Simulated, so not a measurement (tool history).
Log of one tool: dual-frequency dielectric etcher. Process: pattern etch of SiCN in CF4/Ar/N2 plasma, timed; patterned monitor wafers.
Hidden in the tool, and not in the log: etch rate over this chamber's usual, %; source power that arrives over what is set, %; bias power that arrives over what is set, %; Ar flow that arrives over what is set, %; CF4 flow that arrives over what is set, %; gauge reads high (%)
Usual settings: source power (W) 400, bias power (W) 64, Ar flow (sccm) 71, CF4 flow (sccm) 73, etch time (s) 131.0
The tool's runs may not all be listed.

run,hour,source power (W),bias power (W),Ar flow (sccm),CF4 flow (sccm),etch time (s),wafers since the last listed run,hours since the last wet clean,hours since the last source power generator calibration,hours since the last bias power generator calibration,hours since the last Ar flow controller change,hours since the last CF4 flow controller change,hours since the last upper electrode change,hours since the gauge calibration,"read-back reference wafer on the same gauge, depth_nm",mean etch depth across the wafer (angstrom)
1,0.0,400,64,71,73,131.0,0,126.1,4412.2,988.4,1405.2,3431.5,4552.5,434.4,103.6,959
2,277.4,400,64,71,73,131.0,2185,403.5,4689.6,1265.8,1682.6,3708.9,4829.9,711.8,103.8,963
3,361.7,360,64,71,73,131.0,664,487.8,4773.9,1350.1,1766.9,3793.2,4914.2,796.1,103.8,893
4,465.7,360,64,71,73,131.0,819,591.8,4877.9,1454.1,1870.9,3897.2,5018.2,900.1,103.9,899
# hour 527.6: wet clean of the chamber
5,539.7,360,64,71,73,131.0,393,12.1,4951.9,1528.1,1944.9,3971.2,5092.2,974.1,103.8,895
6,617.0,400,64,77,73,131.0,609,89.4,5029.2,1605.4,2022.2,4048.5,5169.5,1051.4,103.8,958
# hour 641.8: CF4 flow controller replaced
# hour 690.0: bias power generator calibrated
7,720.5,400,64,77,73,131.0,736,192.9,5132.7,30.5,2125.7,78.7,5273.0,1154.9,103.9,974
# hour 839.5: gauge calibrated
# hour 952.2: Ar flow controller replaced
8,972.7,400,64,71,73,131.0,1939,445.1,5384.9,282.7,20.5,330.9,5525.2,133.2,103.8,978
9,1029.3,400,64,71,73,131.0,445,501.7,5441.5,339.3,77.1,387.5,5581.8,189.8,103.9,976
# hour 1064.6: source power generator calibrated
# hour 1068.8: wet clean of the chamber
10,1072.9,400,64,71,73,131.0,279,4.1,8.3,382.9,120.7,431.1,5625.4,233.4,103.8,989
# hour 1103.4: bias power generator calibrated, repeated, since the last time left the tool worse
11,1171.4,400,80,71,73,131.0,744,102.6,106.8,68.0,219.2,529.6,5723.9,331.9,103.8,1046
# hour 1231.2: upper electrode replaced
12,1277.6,400,64,71,68,116.5,647,208.8,213.0,174.2,325.4,635.8,46.4,438.1,103.8,848
13,1373.7,480,64,71,73,131.0,757,304.9,309.1,270.3,421.5,731.9,142.5,534.2,103.9,1083
14,1421.4,320,59,71,73,131.0,375,352.6,356.8,318.0,469.2,779.6,190.2,581.9,103.7,798
15,1510.6,400,64,71,73,107.5,702,441.8,446.0,407.2,558.4,868.8,279.4,671.1,103.9,783
# hour 1576.6: wet clean of the chamber
16,1605.5,400,64,71,73,131.0,558,28.9,540.9,502.1,653.3,963.7,374.3,766.0,103.9,955
17,1647.6,400,64,60,73,131.0,331,71.0,583.0,544.2,695.4,1005.8,416.4,808.1,104.0,969
18,1746.5,490,64,65,57,168.0,779,169.9,681.9,643.1,794.3,1104.7,515.3,907.0,103.8,1393

3 ways to go on from here, each from the tool as it stands after run 18. What would each give?
A,1747.0,400,77,71,73,131.0,3,170.4,682.4,643.6,794.8,1105.2,515.8,907.5,?,?
B,1747.0,490,64,71,73,131.0,3,170.4,682.4,643.6,794.8,1105.2,515.8,907.5,?,?
C,1747.0,400,64,55,65,131.0,3,170.4,682.4,643.6,794.8,1105.2,515.8,907.5,?,?

run,"read-back reference wafer on the same gauge, depth_nm",mean etch depth across the wafer (angstrom)
A,103.9,1029
B,103.9,1113
C,103.9,969
Without the tool's hidden state the same runs would have given:
run,mean etch depth across the wafer (angstrom)
A,1028
B,1112
C,968
